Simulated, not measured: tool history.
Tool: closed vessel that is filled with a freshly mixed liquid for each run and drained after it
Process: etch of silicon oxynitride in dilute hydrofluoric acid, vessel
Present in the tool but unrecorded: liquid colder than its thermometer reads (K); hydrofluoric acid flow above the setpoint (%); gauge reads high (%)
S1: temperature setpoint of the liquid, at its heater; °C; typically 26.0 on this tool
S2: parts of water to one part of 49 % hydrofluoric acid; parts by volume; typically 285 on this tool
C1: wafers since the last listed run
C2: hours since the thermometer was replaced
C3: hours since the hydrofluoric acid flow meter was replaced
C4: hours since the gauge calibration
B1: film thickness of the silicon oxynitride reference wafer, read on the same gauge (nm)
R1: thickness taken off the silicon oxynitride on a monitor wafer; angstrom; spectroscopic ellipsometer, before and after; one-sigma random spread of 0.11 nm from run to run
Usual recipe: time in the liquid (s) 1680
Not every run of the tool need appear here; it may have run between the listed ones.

run 1 hour=0.0 | S1=26.0 S2=285 time_in_the_liquid_(s)=1680 | C1=0 C2=660.1 C3=1388.5 C4=351.8 | B1=140.01 | R1=289.9
run 2 hour=26.0 | S1=26.0 S2=285 time_in_the_liquid_(s)=1680 | C1=1249 C2=686.1 C3=1414.5 C4=377.8 | B1=139.99 | R1=291.2
run 3 hour=78.9 | S1=28.5 S2=285 time_in_the_liquid_(s)=1680 | C1=2541 C2=739.0 C3=1467.4 C4=430.7 | B1=139.97 | R1=322.2
run 4 hour=127.1 | S1=26.0 S2=175 time_in_the_liquid_(s)=1680 | C1=2316 C2=787.2 C3=1515.6 C4=478.9 | B1=139.99 | R1=515.4
run 5 hour=159.2 | S1=26.0 S2=175 time_in_the_liquid_(s)=1680 | C1=1542 C2=819.3 C3=1547.7 C4=511.0 | B1=139.97 | R1=513.4
run 6 hour=192.9 | S1=26.0 S2=175 time_in_the_liquid_(s)=1680 | C1=1619 C2=853.0 C3=1581.4 C4=544.7 | B1=140.00 | R1=513.4
run 7 hour=262.2 | S1=26.0 S2=285 time_in_the_liquid_(s)=1680 | C1=3329 C2=922.3 C3=1650.7 C4=614.0 | B1=140.03 | R1=289.6
run 8 hour=298.6 | S1=26.0 S2=285 time_in_the_liquid_(s)=1680 | C1=1749 C2=958.7 C3=1687.1 C4=650.4 | B1=140.01 | R1=287.4
run 9 hour=327.0 | S1=29.0 S2=285 time_in_the_liquid_(s)=950 | C1=1364 C2=987.1 C3=1715.5 C4=678.8 | B1=139.99 | R1=184.9
run 10 hour=383.1 | S1=29.0 S2=285 time_in_the_liquid_(s)=950 | C1=2695 C2=1043.2 C3=1771.6 C4=734.9 | B1=140.04 | R1=183.0
-- hour=402.6 hydrofluoric acid flow meter replaced
run 11 hour=433.6 | S1=26.0 S2=200 time_in_the_liquid_(s)=1680 | C1=2378 C2=1093.7 C3=31.0 C4=785.4 | B1=139.98 | R1=434.8
run 12 hour=462.6 | S1=26.0 S2=200 time_in_the_liquid_(s)=1680 | C1=1393 C2=1122.7 C3=60.0 C4=814.4 | B1=140.00 | R1=436.7
run 13 hour=504.4 | S1=26.0 S2=285 time_in_the_liquid_(s)=1680 | C1=2008 C2=1164.5 C3=101.8 C4=856.2 | B1=140.00 | R1=286.5
run 14 hour=537.4 | S1=26.0 S2=285 time_in_the_liquid_(s)=1680 | C1=1585 C2=1197.5 C3=134.8 C4=889.2 | B1=139.99 | R1=285.9
run 15 hour=601.9 | S1=26.0 S2=285 time_in_the_liquid_(s)=1680 | C1=3099 C2=1262.0 C3=199.3 C4=953.7 | B1=140.01 | R1=286.2
run 16 hour=634.9 | S1=21.5 S2=195 time_in_the_liquid_(s)=1680 | C1=1585 C2=1295.0 C3=232.3 C4=986.7 | B1=140.00 | R1=366.4
-- hour=643.3 gauge calibrated
run 17 hour=665.8 | S1=28.5 S2=240 time_in_the_liquid_(s)=2600 | C1=1484 C2=1325.9 C3=263.2 C4=22.5 | B1=139.99 | R1=611.8
run 18 hour=690.9 | S1=27.5 S2=285 time_in_the_liquid_(s)=2615 | C1=1206 C2=1351.0 C3=288.3 C4=47.6 | B1=140.03 | R1=472.3
run 19 hour=716.9 | S1=28.5 S2=360 time_in_the_liquid_(s)=1680 | C1=1249 C2=1377.0 C3=314.3 C4=73.6 | B1=140.00 | R1=237.2

What does the tool deliver on the next run?
run 20 hour=766.5 | S1=26.0 S2=285 time_in_the_liquid_(s)=1680 | C1=2383 C2=1426.6 C3=363.9 C4=123.2 | B1=? | R1=?

{"run 20": {"B1": 140.02, "R1": 285.6}}
With no hidden state in the tool, this same run would have given R1 294.7 angstrom.
